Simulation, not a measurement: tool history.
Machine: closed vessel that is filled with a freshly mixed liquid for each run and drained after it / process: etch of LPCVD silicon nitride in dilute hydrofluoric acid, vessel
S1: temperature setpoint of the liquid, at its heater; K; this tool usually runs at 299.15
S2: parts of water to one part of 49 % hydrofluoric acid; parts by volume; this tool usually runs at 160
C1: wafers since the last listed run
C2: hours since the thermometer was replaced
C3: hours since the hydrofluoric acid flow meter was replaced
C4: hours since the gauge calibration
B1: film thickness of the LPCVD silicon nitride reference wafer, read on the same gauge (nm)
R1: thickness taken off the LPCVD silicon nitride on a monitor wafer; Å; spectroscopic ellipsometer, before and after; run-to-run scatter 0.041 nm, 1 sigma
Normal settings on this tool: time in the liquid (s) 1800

run 1 hour=0 | S1=299.15 S2=160 time_in_the_liquid_(s)=1800 | C1=0 C2=1911.4 C3=2030.4 C4=102.3 | B1=59.98 | R1=83.3
run 2 hour=19 | S1=299.15 S2=160 time_in_the_liquid_(s)=1800 | C1=459 C2=1930.4 C3=2049.4 C4=121.3 | B1=60.01 | R1=83.1
run 3 hour=43.8 | S1=299.15 S2=160 time_in_the_liquid_(s)=1800 | C1=599 C2=1955.2 C3=2074.2 C4=146.1 | B1=60.01 | R1=84.3
run 4 hour=66.5 | S1=297.15 S2=160 time_in_the_liquid_(s)=2235 | C1=548 C2=1977.9 C3=2096.9 C4=168.8 | B1=60.01 | R1=92.2
run 5 hour=79.5 | S1=299.15 S2=160 time_in_the_liquid_(s)=1555 | C1=314 C2=1990.9 C3=2109.9 C4=181.8 | B1=59.99 | R1=72.4
run 6 hour=96.7 | S1=299.15 S2=160 time_in_the_liquid_(s)=1555 | C1=415 C2=2008.1 C3=2127.1 C4=199 | B1=60.03 | R1=72.4
run 7 hour=122.9 | S1=299.15 S2=160 time_in_the_liquid_(s)=1800 | C1=633 C2=2034.3 C3=2153.3 C4=225.2 | B1=59.99 | R1=84
-- hour=146.5 gauge calibrated
run 8 hour=151.4 | S1=299.15 S2=160 time_in_the_liquid_(s)=1800 | C1=689 C2=2062.8 C3=2181.8 C4=4.9 | B1=60.03 | R1=84.8
run 9 hour=185.8 | S1=299.15 S2=205 time_in_the_liquid_(s)=1800 | C1=831 C2=2097.2 C3=2216.2 C4=39.3 | B1=60.02 | R1=65.3
run 10 hour=211.8 | S1=300.65 S2=235 time_in_the_liquid_(s)=2265 | C1=628 C2=2123.2 C3=2242.2 C4=65.3 | B1=60.02 | R1=78.2
run 11 hour=239.8 | S1=299.15 S2=160 time_in_the_liquid_(s)=1800 | C1=677 C2=2151.2 C3=2270.2 C4=93.3 | B1=60.03 | R1=85.9
run 12 hour=266.7 | S1=302.65 S2=105 time_in_the_liquid_(s)=1800 | C1=650 C2=2178.1 C3=2297.1 C4=120.2 | B1=60.01 | R1=161.7
-- hour=269.9 thermometer replaced
-- hour=281.8 hydrofluoric acid flow meter replaced
run 13 hour=289.3 | S1=301.65 S2=95 time_in_the_liquid_(s)=2340 | C1=498 C2=19.4 C3=7.5 C4=142.8 | B1=60.01 | R1=183.4
run 14 hour=311.9 | S1=299.15 S2=185 time_in_the_liquid_(s)=1800 | C1=546 C2=42 C3=30.1 C4=165.4 | B1=60.02 | R1=62.4
run 15 hour=375.2 | S1=297.15 S2=160 time_in_the_liquid_(s)=1800 | C1=1530 C2=105.3 C3=93.4 C4=228.7 | B1=60.03 | R1=64.6
run 16 hour=389.8 | S1=299.15 S2=160 time_in_the_liquid_(s)=1800 | C1=353 C2=119.9 C3=108 C4=243.3 | B1=60.03 | R1=73.4

For each run, what was the tool's unlogged condition?
hydrofluoric acid flow above the setpoint (%): 0, the same for each run
gauge reads high (%): 0, the same for each run
H1: liquid hotter than its thermometer reads (K)
run=1 H1=2.77
run=2 H1=2.79
run=3 H1=2.82
run=4 H1=2.85
run=5 H1=2.87
run=6 H1=2.89
run=7 H1=2.92
run=8 H1=2.95
run=9 H1=2.99
run=10 H1=3.02
run=11 H1=3.06
run=12 H1=3.09
run=13 H1=0.366
run=14 H1=0.393
run=15 H1=0.469
run=16 H1=0.486
